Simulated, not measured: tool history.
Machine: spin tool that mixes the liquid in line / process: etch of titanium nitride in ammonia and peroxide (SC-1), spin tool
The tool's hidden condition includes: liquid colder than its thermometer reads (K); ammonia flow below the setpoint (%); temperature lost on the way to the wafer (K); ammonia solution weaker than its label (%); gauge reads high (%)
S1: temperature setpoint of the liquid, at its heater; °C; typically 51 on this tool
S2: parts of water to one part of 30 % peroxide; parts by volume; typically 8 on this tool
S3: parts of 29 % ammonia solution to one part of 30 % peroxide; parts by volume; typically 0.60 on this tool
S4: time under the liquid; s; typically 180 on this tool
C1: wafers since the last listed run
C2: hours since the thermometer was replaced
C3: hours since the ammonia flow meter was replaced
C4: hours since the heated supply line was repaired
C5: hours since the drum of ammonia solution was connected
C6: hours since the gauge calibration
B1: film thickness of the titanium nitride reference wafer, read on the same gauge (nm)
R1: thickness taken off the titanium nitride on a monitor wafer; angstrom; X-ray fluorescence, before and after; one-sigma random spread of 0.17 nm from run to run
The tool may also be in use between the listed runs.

run   hour  S1  S2    S3   S4   C1      C2     C3      C4     C5     C6      B1     R1
  1    0.0  59   7  0.60  180    0  2940.9  576.3  3768.3  649.3  184.0  130.01  320.2
  2   17.8  59   7  0.60  180  114  2958.7  594.1  3786.1  667.1  201.8  130.02  312.5
  3   35.1  51   7  0.60  180  111  2976.0  611.4  3803.4  684.4  219.1  129.96  186.9
  4   46.4  51   7  0.60  180   72  2987.3  622.7  3814.7  695.7  230.4  129.98  184.3
  5   52.8  51   8  0.60  180   41  2993.7  629.1  3821.1  702.1  236.8  129.99  173.3
      57.4  -- gauge calibrated
      63.0  -- new drum of ammonia solution connected
  6   70.8  51   8  0.60  180  109  3011.7  647.1  3839.1    7.8   13.4  130.01  174.1
      77.6  -- thermometer replaced
  7   80.6  51   8  0.60  180   56     3.0  656.9  3848.9   17.6   23.2  129.99  173.1
  8   88.1  49   8  0.60  180   48    10.5  664.4  3856.4   25.1   30.7  130.05  149.1
      96.6  -- heated supply line repaired
  9  104.5  51   8  0.60  180   99    26.9  680.8     7.9   41.5   47.1  130.00  175.1

Run 10 is up next; what results do you expect?
 10  111.4  51   8  0.35  180  44  33.8  687.7  14.8  48.4  54.0   ?   ?

{"run 10": {"B1": 130.02, "R1": 154.3}}
The same run, on a tool lacking any hidden state, would have yielded R1 154.3 angstrom.
